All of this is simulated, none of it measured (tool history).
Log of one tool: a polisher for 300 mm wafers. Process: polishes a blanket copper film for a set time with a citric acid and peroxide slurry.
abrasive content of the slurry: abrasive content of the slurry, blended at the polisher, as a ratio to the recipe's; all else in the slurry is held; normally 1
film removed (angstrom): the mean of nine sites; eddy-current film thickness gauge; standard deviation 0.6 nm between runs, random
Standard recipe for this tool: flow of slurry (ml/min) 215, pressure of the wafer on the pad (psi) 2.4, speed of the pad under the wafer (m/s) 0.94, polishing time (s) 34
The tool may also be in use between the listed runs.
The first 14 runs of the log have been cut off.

run,hour,flow of slurry (ml/min),pressure of the wafer on the pad (psi),speed of the pad under the wafer (m/s),abrasive content of the slurry,polishing time (s),"incoming thickness of the incoming film, nm",film removed (angstrom)
# hour 222.9: slurry blender recalibrated
15,223.4,275,2.7,0.94,0.9,23,545.1,479
16,229.7,215,2.4,0.94,1,27,536.6,505
17,245.3,215,2.4,0.78,0.8,41,541.1,592
18,251.7,260,2.4,0.94,1,34,534.1,654
# hour 263.5: head pressure recalibrated
19,264.3,215,2.4,0.94,1,34,551,644
20,275.8,215,2.7,0.84,1,34,546.7,652
21,289.7,215,2.4,1.24,1,23,541.8,570
# hour 300.5: worn pad replaced by a new one
22,308.3,215,2.4,0.94,0.9,34,538,615

Forecast run 23:
23,322.3,215,3.2,1.08,1.1,28,538.7,?

Logged for run 23: film removed (angstrom) 840.
Had the tool carried no hidden state, the very same run would have given film removed (angstrom) 840.
